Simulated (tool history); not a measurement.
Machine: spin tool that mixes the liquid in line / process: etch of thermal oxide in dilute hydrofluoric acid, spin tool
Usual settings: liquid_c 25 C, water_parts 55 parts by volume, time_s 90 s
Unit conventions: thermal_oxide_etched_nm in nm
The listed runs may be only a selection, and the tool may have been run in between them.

| run | hour | liquid_c | water_parts | time_s | read-back film thickness of the thermal oxide reference wafer, read on the same gauge (nm) | thermal_oxide_etched_nm |
|---|---|---|---|---|---|---|
| 1 | 0 | 25 | 55 | 90 | 109.99 | 7.76 |
| 2 | 32.2 | 25 | 55 | 90 | 109.97 | 7.74 |
| 3 | 66.7 | 25 | 55 | 90 | 110.01 | 7.69 |
| 4 | 157.1 | 25 | 55 | 90 | 109.99 | 7.66 |
| 5 | 234.5 | 25 | 55 | 90 | 109.99 | 7.66 |
| 6 | 247.7 | 25 | 55 | 90 | 109.97 | 7.65 |
| 7 | 277 | 25 | 50 | 90 | 110.01 | 8.49 |
| 8 | 295.1 | 25 | 50 | 90 | 110.01 | 8.43 |
| 9 | 327.8 | 25 | 55 | 90 | 109.98 | 7.68 |
| 10 | 345.7 | 25 | 55 | 90 | 109.98 | 7.61 |
| 11 | 377 | 21 | 55 | 55 | 110.01 | 3.96 |
| 12 | 400.6 | 25 | 55 | 130 | 109.99 | 11.02 |
| 13 | 434.5 | 25 | 55 | 90 | 109.99 | 7.54 |
| 14 | 467.4 | 25 | 85 | 45 | 109.97 | 2.37 |
| 15 | 495.2 | 25 | 55 | 90 | 110.02 | 7.54 |
| 16 | 509.7 | 27 | 65 | 140 | 109.98 | 11.58 |
| 17 | 532.3 | 25 | 55 | 90 | 109.97 | 8.17 |
| 18 | 545.9 | 25 | 55 | 90 | 110.02 | 8.19 |
| 19 | 559.6 | 25 | 40 | 110 | 110 | 14.01 |
| 20 | 593.6 | 23 | 55 | 110 | 109.93 | 9.2 |
| 21 | 681.1 | 22.5 | 40 | 90 | 109.96 | 10.19 |
| 22 | 706.1 | 25 | 55 | 60 | 110.03 | 5.38 |
| 23 | 722.7 | 27 | 80 | 110 | 110.04 | 7.16 |

The log once held 3 entries between its listed runs, left out of this copy. Where does each go, and what is different about the tool's unlogged condition between the listed run before it and the listed run after it?
From run 6 to run 7: gauge calibrated (hour 256.1); thermometer replaced (hour 258.5)
  hydrofluoric acid flow below the setpoint (%): 6.25 -> 6.35
  measured minus no-state result, thermal_oxide_etched_nm: -0.55 -> -0.62 nm
From run 15 to run 16: hydrofluoric acid flow meter replaced (hour 507.4)
  hydrofluoric acid flow below the setpoint (%): 7.08 -> 0.218
  measured minus no-state result, thermal_oxide_etched_nm: -0.62 -> -0.03 nm
